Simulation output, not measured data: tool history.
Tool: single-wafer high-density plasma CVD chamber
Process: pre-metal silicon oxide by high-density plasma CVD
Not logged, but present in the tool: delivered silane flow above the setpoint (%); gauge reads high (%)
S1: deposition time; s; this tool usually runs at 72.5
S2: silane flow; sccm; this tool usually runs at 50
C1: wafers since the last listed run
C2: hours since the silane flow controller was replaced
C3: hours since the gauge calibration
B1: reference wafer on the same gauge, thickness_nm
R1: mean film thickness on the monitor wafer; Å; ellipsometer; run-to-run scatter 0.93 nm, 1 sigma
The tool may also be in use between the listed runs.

run 1 hour=0.0 | S1=72.5 S2=50 | C1=0 C2=914.3 C3=750.3 | B1=354.479 | R1=3622.38
run 2 hour=71.3 | S1=72.5 S2=58 | C1=1241 C2=985.6 C3=821.6 | B1=354.722 | R1=4168.56
run 3 hour=106.1 | S1=72.5 S2=58 | C1=606 C2=1020.4 C3=856.4 | B1=354.774 | R1=4170.51
run 4 hour=173.3 | S1=72.5 S2=50 | C1=1170 C2=1087.6 C3=923.6 | B1=355.278 | R1=3631.63
run 5 hour=244.1 | S1=72.5 S2=50 | C1=1233 C2=1158.4 C3=994.4 | B1=355.032 | R1=3654.23
run 6 hour=278.2 | S1=72.5 S2=50 | C1=593 C2=1192.5 C3=1028.5 | B1=355.266 | R1=3638.31
run 7 hour=345.5 | S1=72.5 S2=50 | C1=1172 C2=1259.8 C3=1095.8 | B1=355.144 | R1=3638.79
run 8 hour=403.9 | S1=72.5 S2=50 | C1=1017 C2=1318.2 C3=1154.2 | B1=355.457 | R1=3650.02
run 9 hour=463.3 | S1=72.5 S2=57 | C1=1034 C2=1377.6 C3=1213.6 | B1=355.590 | R1=4120.13
run 10 hour=527.1 | S1=72.5 S2=57 | C1=1111 C2=1441.4 C3=1277.4 | B1=356.031 | R1=4111.17
run 11 hour=568.2 | S1=72.5 S2=50 | C1=715 C2=1482.5 C3=1318.5 | B1=355.816 | R1=3642.70
run 12 hour=596.2 | S1=72.5 S2=50 | C1=487 C2=1510.5 C3=1346.5 | B1=355.972 | R1=3647.62
run 13 hour=656.2 | S1=72.5 S2=50 | C1=1044 C2=1570.5 C3=1406.5 | B1=356.047 | R1=3655.05
run 14 hour=695.7 | S1=72.5 S2=50 | C1=687 C2=1610.0 C3=1446.0 | B1=355.986 | R1=3662.31
run 15 hour=725.4 | S1=72.5 S2=50 | C1=517 C2=1639.7 C3=1475.7 | B1=355.964 | R1=3655.92
run 16 hour=783.8 | S1=72.5 S2=56 | C1=1017 C2=1698.1 C3=1534.1 | B1=356.230 | R1=4032.48
run 17 hour=825.4 | S1=72.5 S2=56 | C1=724 C2=1739.7 C3=1575.7 | B1=356.572 | R1=4050.39
run 18 hour=881.2 | S1=72.5 S2=56 | C1=971 C2=1795.5 C3=1631.5 | B1=356.510 | R1=4037.45
run 19 hour=917.4 | S1=72.5 S2=50 | C1=630 C2=1831.7 C3=1667.7 | B1=356.050 | R1=3678.31
run 20 hour=959.6 | S1=72.5 S2=50 | C1=734 C2=1873.9 C3=1709.9 | B1=356.411 | R1=3652.47
run 21 hour=989.8 | S1=72.5 S2=50 | C1=525 C2=1904.1 C3=1740.1 | B1=356.537 | R1=3646.55
run 22 hour=1030.4 | S1=65.0 S2=50 | C1=707 C2=1944.7 C3=1780.7 | B1=356.537 | R1=3286.51
run 23 hour=1083.7 | S1=72.5 S2=54 | C1=928 C2=1998.0 C3=1834.0 | B1=356.266 | R1=3928.91
run 24 hour=1151.5 | S1=72.5 S2=50 | C1=1180 C2=2065.8 C3=1901.8 | B1=356.370 | R1=3652.39
run 25 hour=1205.9 | S1=83.7 S2=54 | C1=947 C2=2120.2 C3=1956.2 | B1=356.639 | R1=4553.83
run 26 hour=1274.1 | S1=72.5 S2=50 | C1=1187 C2=2188.4 C3=2024.4 | B1=356.312 | R1=3654.44
run 27 hour=1324.4 | S1=72.5 S2=46 | C1=876 C2=2238.7 C3=2074.7 | B1=356.767 | R1=3384.75
run 28 hour=1359.0 | S1=72.5 S2=50 | C1=602 C2=2273.3 C3=2109.3 | B1=356.380 | R1=3656.63
run 29 hour=1398.1 | S1=86.7 S2=50 | C1=680 C2=2312.4 C3=2148.4 | B1=356.400 | R1=4377.65
run 30 hour=1464.5 | S1=72.5 S2=59 | C1=1156 C2=2378.8 C3=2214.8 | B1=356.687 | R1=4229.37
-- hour=1508.4 gauge calibrated
run 31 hour=1529.7 | S1=72.5 S2=55 | C1=1135 C2=2444.0 C3=21.3 | B1=350.382 | R1=3905.35
-- hour=1560.7 silane flow controller replaced
run 32 hour=1562.5 | S1=60.6 S2=42 | C1=431 C2=1.8 C3=54.1 | B1=350.714 | R1=2587.13
run 33 hour=1588.0 | S1=72.5 S2=50 | C1=444 C2=27.3 C3=79.6 | B1=350.620 | R1=3602.26
run 34 hour=1615.8 | S1=80.2 S2=50 | C1=484 C2=55.1 C3=107.4 | B1=351.072 | R1=3997.96
run 35 hour=1675.8 | S1=61.6 S2=45 | C1=1044 C2=115.1 C3=167.4 | B1=351.788 | R1=2798.49
run 36 hour=1738.9 | S1=83.2 S2=57 | C1=1098 C2=178.2 C3=230.5 | B1=352.405 | R1=4675.60
run 37 hour=1789.4 | S1=58.9 S2=45 | C1=879 C2=228.7 C3=281.0 | B1=352.122 | R1=2677.91
run 38 hour=1825.8 | S1=82.3 S2=46 | C1=633 C2=265.1 C3=317.4 | B1=352.697 | R1=3824.87
run 39 hour=1896.0 | S1=78.0 S2=53 | C1=1222 C2=335.3 C3=387.6 | B1=353.486 | R1=4102.20
run 40 hour=1946.4 | S1=67.1 S2=43 | C1=877 C2=385.7 C3=438.0 | B1=353.669 | R1=2947.26
run 41 hour=2074.0 | S1=60.9 S2=53 | C1=2222 C2=513.3 C3=565.6 | B1=354.285 | R1=3209.13
run 42 hour=2138.4 | S1=72.5 S2=50 | C1=1121 C2=577.7 C3=630.0 | B1=354.564 | R1=3629.36
run 43 hour=2204.8 | S1=84.6 S2=50 | C1=1156 C2=644.1 C3=696.4 | B1=354.518 | R1=4266.48
run 44 hour=2240.3 | S1=65.2 S2=45 | C1=618 C2=679.6 C3=731.9 | B1=355.038 | R1=2985.84
run 45 hour=2305.1 | S1=61.4 S2=50 | C1=1128 C2=744.4 C3=796.7 | B1=354.765 | R1=3085.55
run 46 hour=2365.9 | S1=72.5 S2=50 | C1=1058 C2=805.2 C3=857.5 | B1=355.165 | R1=3646.27

4 options for the next run, each taken on its own from the tool as it stands now. Forecast them:
run A hour=2366.3 | S1=72.5 S2=50 | C1=6 C2=805.6 C3=857.9 | B1=? | R1=?
run B hour=2366.3 | S1=62.9 S2=42 | C1=6 C2=805.6 C3=857.9 | B1=? | R1=?
run C hour=2366.3 | S1=82.7 S2=50 | C1=6 C2=805.6 C3=857.9 | B1=? | R1=?
run D hour=2366.3 | S1=64.0 S2=58 | C1=6 C2=805.6 C3=857.9 | B1=? | R1=?

run=A B1=355.405 R1=3644.16
run=B B1=355.405 R1=2711.47
run=C B1=355.405 R1=4156.85
run=D B1=355.405 R1=3674.93
What these runs would have given with no unlogged condition in the tool:
run=A R1=3589.57
run=B R1=2670.86
run=C R1=4094.59
run=D R1=3619.89

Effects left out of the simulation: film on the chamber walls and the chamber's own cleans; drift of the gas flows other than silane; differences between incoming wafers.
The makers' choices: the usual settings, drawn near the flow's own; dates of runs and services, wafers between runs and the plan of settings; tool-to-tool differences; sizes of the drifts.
